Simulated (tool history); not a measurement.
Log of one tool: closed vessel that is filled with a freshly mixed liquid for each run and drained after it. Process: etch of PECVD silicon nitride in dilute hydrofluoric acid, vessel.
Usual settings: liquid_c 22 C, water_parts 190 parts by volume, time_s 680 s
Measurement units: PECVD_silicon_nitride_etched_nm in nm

run	hour	liquid_c	water_parts	time_s	wafers since the last listed run	hours since the thermometer was replaced	hours since the hydrofluoric acid flow meter was replaced	hours since the gauge calibration	read-back film thickness of the PECVD silicon nitride reference wafer, read on the same gauge (nm)	PECVD_silicon_nitride_etched_nm
1	0	22	190	680	0	1574.4	717.4	556.5	40.8	5.91
2	31.1	22	190	680	2464	1605.5	748.5	587.6	40.83	5.83
3	51.5	22	190	680	1616	1625.9	768.9	608	40.88	5.7
4	77.1	22	190	680	2028	1651.5	794.5	633.6	40.89	5.83
5	182.6	22	190	680	8361	1757	900	739.1	41.06	5.76
6	204.8	22	190	680	1759	1779.2	922.2	761.3	41.11	5.96
7	219	22	190	680	1125	1793.4	936.4	775.5	41.16	5.82
8	245.8	22	190	680	2123	1820.2	963.2	802.3	41.15	5.87
9	269.9	22	190	680	1910	1844.3	987.3	826.4	41.21	5.88
10	296.5	22	190	680	2108	1870.9	1013.9	853	41.23	5.94
11	324.7	24	190	875	2234	1899.1	1042.1	881.2	41.28	8.61
# hour 336.7: gauge calibrated
12	344.4	22	190	880	1561	1918.8	1061.8	7.7	40.11	7.42
13	393.8	22	190	880	3915	1968.2	1111.2	57.1	40.21	7.44
14	406.5	22	190	680	1006	1980.9	1123.9	69.8	40.18	5.84
15	420.3	25	125	400	1093	1994.7	1137.7	83.6	40.18	6.26
16	436	19.5	135	680	1244	2010.4	1153.4	99.3	40.24	6.82
17	463.9	19.5	270	680	2211	2038.3	1181.3	127.2	40.3	3.43
# hour 484.9: hydrofluoric acid flow meter replaced
18	499.2	22	190	680	2718	2073.6	14.3	162.5	40.35	5.71
19	517	24.5	155	420	1410	2091.4	32.1	180.3	40.4	5.14
20	531.1	26	190	680	1117	2105.5	46.2	194.4	40.42	7.55
21	559.8	22	190	680	2274	2134.2	74.9	223.1	40.47	5.74
22	577.1	23.5	190	680	1371	2151.5	92.2	240.4	40.48	6.46
# hour 595.8: thermometer replaced
23	606.7	26	130	680	2266	10.9	121.8	270	40.48	11.12
24	626.4	22	190	680	1561	30.6	141.5	289.7	40.57	5.93
25	661.2	22	190	680	2758	65.4	176.3	324.5	40.64	5.69
26	686.4	22	190	1010	1997	90.6	201.5	349.7	40.7	8.71
27	719.6	24.5	190	280	2631	123.8	234.7	382.9	40.71	2.84
28	792.4	22	240	680	5769	196.6	307.5	455.7	40.87	4.68

Consider 4 possible next runs. They are alternatives, not a sequence: every one starts from the tool as it was left by run 28. What does each give?
A	793.2	22	190	680	63	197.4	308.3	456.5	?	?
B	793.2	22	190	495	63	197.4	308.3	456.5	?	?
C	793.2	22	190	430	63	197.4	308.3	456.5	?	?
D	793.2	22	190	530	63	197.4	308.3	456.5	?	?

run	read-back film thickness of the PECVD silicon nitride reference wafer, read on the same gauge (nm)	PECVD_silicon_nitride_etched_nm
A	40.81	5.79
B	40.81	4.21
C	40.81	3.66
D	40.81	4.51
Stripped of hidden state, with their random variation kept, the same runs would have yielded:
run	PECVD_silicon_nitride_etched_nm
A	5.67
B	4.13
C	3.59
D	4.42
